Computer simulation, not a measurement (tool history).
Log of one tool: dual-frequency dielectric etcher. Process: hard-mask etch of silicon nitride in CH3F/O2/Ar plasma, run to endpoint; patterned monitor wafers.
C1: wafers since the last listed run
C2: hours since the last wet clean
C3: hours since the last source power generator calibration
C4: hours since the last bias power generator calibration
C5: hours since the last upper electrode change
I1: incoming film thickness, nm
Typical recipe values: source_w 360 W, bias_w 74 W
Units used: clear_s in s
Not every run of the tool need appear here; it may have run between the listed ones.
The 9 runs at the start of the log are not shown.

Run 10, hour 235.9: usual settings; C1 281; C2 470.2; C3 2849.6; C4 1448.7; C5 3811.5; I1 52.7. Result: clear_s 78.3 s.
Run 11, hour 256.0: usual settings; C1 284; C2 490.3; C3 2869.7; C4 1468.8; C5 3831.6; I1 52.4. Result: clear_s 78.2 s.
At hour 269.0: source power generator calibrated.
Run 12, hour 276.6: usual settings but source_w 290 W; C1 234; C2 510.9; C3 7.6; C4 1489.4; C5 3852.2; I1 52.7. Result: clear_s 83.7 s.
Run 13, hour 300.6: usual settings; C1 339; C2 534.9; C3 31.6; C4 1513.4; C5 3876.2; I1 52.2. Result: clear_s 76.9 s.
Run 14, hour 320.6: usual settings; C1 282; C2 554.9; C3 51.6; C4 1533.4; C5 3896.2; I1 52.5. Result: clear_s 77.2 s.
Run 15, hour 344.8: usual settings; C1 342; C2 579.1; C3 75.8; C4 1557.6; C5 3920.4; I1 51.9. Result: clear_s 76.5 s.
Run 16, hour 379.5: usual settings; C1 490; C2 613.8; C3 110.5; C4 1592.3; C5 3955.1; I1 52.0. Result: clear_s 76.4 s.
At hour 401.8: bias power generator calibrated.
Run 17, hour 402.3: usual settings but source_w 310 W, bias_w 60 W; C1 265; C2 636.6; C3 133.3; C4 0.5; C5 3977.9; I1 52.8. Result: clear_s 86.6 s.

Estimate the outcome of run 18 from the log above:
Run 18, hour 418.3: usual settings but source_w 430 W, bias_w 59 W; C1 226; C2 652.6; C3 149.3; C4 16.5; C5 3993.9; I1 53.0. Result: clear_s ?.

Run 18 came out at clear_s 78.1 s.
If the tool had no hidden condition, the same run with the same run-to-run variation would have returned clear_s 81.5 s.
